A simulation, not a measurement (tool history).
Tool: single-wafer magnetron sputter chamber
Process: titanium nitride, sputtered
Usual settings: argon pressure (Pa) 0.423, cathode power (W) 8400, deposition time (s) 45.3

| run | hour | argon pressure (Pa) | cathode power (W) | deposition time (s) | read-back reference wafer on the same gauge, thickness_nm | mean film thickness on the monitor wafer (nm) |
|---|---|---|---|---|---|---|
| 1 | 0.0 | 0.423 | 8400 | 49.7 | 70.558 | 70.245 |
| 2 | 16.3 | 0.423 | 8400 | 49.7 | 70.600 | 69.800 |
|  | 32.0 | capacitance manometer re-zeroed and calibrated |
| 3 | 34.1 | 0.423 | 8400 | 45.3 | 70.738 | 63.169 |
| 4 | 58.8 | 0.423 | 8400 | 45.3 | 70.553 | 63.519 |
|  | 62.9 | gauge calibrated |
| 5 | 84.9 | 0.423 | 8400 | 45.3 | 70.723 | 62.880 |
|  | 141.9 | sputter target and shields replaced, repeated, since the last time left the tool worse |
| 6 | 191.5 | 0.423 | 8400 | 45.3 | 70.595 | 69.342 |
| 7 | 210.0 | 0.423 | 8400 | 45.3 | 70.532 | 68.840 |
| 8 | 231.2 | 0.423 | 8400 | 45.3 | 70.542 | 69.031 |
| 9 | 249.9 | 0.496 | 6850 | 45.3 | 70.587 | 54.894 |
| 10 | 272.6 | 0.496 | 6850 | 45.3 | 70.689 | 54.670 |
| 11 | 292.4 | 0.423 | 8400 | 45.3 | 70.737 | 68.643 |
| 12 | 317.0 | 0.262 | 8400 | 42.2 | 70.621 | 65.886 |
| 13 | 330.3 | 0.500 | 8400 | 41.7 | 70.612 | 60.588 |
| 14 | 363.2 | 0.516 | 8400 | 45.3 | 70.601 | 64.513 |
| 15 | 396.1 | 0.423 | 7100 | 49.6 | 70.719 | 61.977 |
|  | 417.4 | sputter target and shields replaced |
| 16 | 417.9 | 0.499 | 9450 | 42.2 | 70.735 | 70.288 |
| 17 | 443.5 | 0.274 | 10450 | 38.0 | 70.657 | 74.779 |
| 18 | 463.3 | 0.336 | 7850 | 53.2 | 70.621 | 76.461 |
| 19 | 483.3 | 0.280 | 6900 | 40.5 | 70.593 | 53.042 |
| 20 | 496.4 | 0.423 | 8400 | 45.3 | 70.658 | 68.552 |
| 21 | 509.8 | 0.351 | 10200 | 49.5 | 70.585 | 92.231 |
|  | 540.2 | magnet pack replaced |
| 22 | 540.7 | 0.325 | 6650 | 37.4 | 70.638 | 45.946 |
| 23 | 568.1 | 0.423 | 8400 | 45.3 | 70.639 | 67.882 |
| 24 | 603.6 | 0.423 | 9200 | 45.3 | 70.590 | 74.282 |
| 25 | 636.3 | 0.336 | 7850 | 53.2 | 70.615 | 74.969 |
| 26 | 662.5 | 0.321 | 10300 | 45.3 | 70.602 | 85.117 |
| 27 | 674.5 | 0.423 | 8400 | 54.3 | 70.618 | 78.841 |
| 28 | 695.5 | 0.423 | 8400 | 45.3 | 70.552 | 66.205 |
|  | 707.7 | sputter target and shields replaced |
| 29 | 714.7 | 0.509 | 8400 | 45.3 | 70.618 | 67.022 |
| 30 | 737.2 | 0.370 | 9400 | 52.5 | 70.598 | 88.772 |
| 31 | 750.8 | 0.423 | 8400 | 45.3 | 70.520 | 68.572 |
| 32 | 785.4 | 0.505 | 6500 | 45.3 | 70.639 | 51.789 |
| 33 | 809.0 | 0.267 | 9400 | 45.3 | 70.471 | 79.465 |
| 34 | 822.4 | 0.267 | 9400 | 45.3 | 70.516 | 79.313 |
| 35 | 835.4 | 0.537 | 8400 | 52.3 | 70.550 | 75.476 |

Some steps in mean film thickness on the monitor wafer (nm) between neighbouring runs. How much of each would the tool show without its hidden state too (settings, what came in, random variation), and how much is left for the hidden state, with any gauge scatter that isn't in both results?
The hidden state here: deposition rate above that of a new target (%); true argon pressure above the setpoint (%); gauge reads high (%).
Run 5 -> 6: sputter target and shields replaced, repeated, since the last time left the tool worse. mean film thickness on the monitor wafer (nm) +6.462: hidden state +5.558, all else +0.904.
Run 15 -> 16: argon pressure (Pa) 0.423 -> 0.499, cathode power (W) 7100 -> 9450, deposition time (s) 49.6 -> 42.2, sputter target and shields replaced. mean film thickness on the monitor wafer (nm) +8.311: hidden state +2.306, all else +6.005.
Run 20 -> 21: argon pressure (Pa) 0.423 -> 0.351, cathode power (W) 8400 -> 10200, deposition time (s) 45.3 -> 49.5. mean film thickness on the monitor wafer (nm) +23.679: hidden state -0.234, all else +23.913.
Run 21 -> 22: argon pressure (Pa) 0.351 -> 0.325, cathode power (W) 10200 -> 6650, deposition time (s) 49.5 -> 37.4, magnet pack replaced. mean film thickness on the monitor wafer (nm) -46.285: hidden state +0.108, all else -46.393.
Run 28 -> 29: argon pressure (Pa) 0.423 -> 0.509, sputter target and shields replaced. mean film thickness on the monitor wafer (nm) +0.817: hidden state +2.563, all else -1.746.
Run 32 -> 33: argon pressure (Pa) 0.505 -> 0.267, cathode power (W) 6500 -> 9400. mean film thickness on the monitor wafer (nm) +27.676: hidden state -0.517, all else +28.193.

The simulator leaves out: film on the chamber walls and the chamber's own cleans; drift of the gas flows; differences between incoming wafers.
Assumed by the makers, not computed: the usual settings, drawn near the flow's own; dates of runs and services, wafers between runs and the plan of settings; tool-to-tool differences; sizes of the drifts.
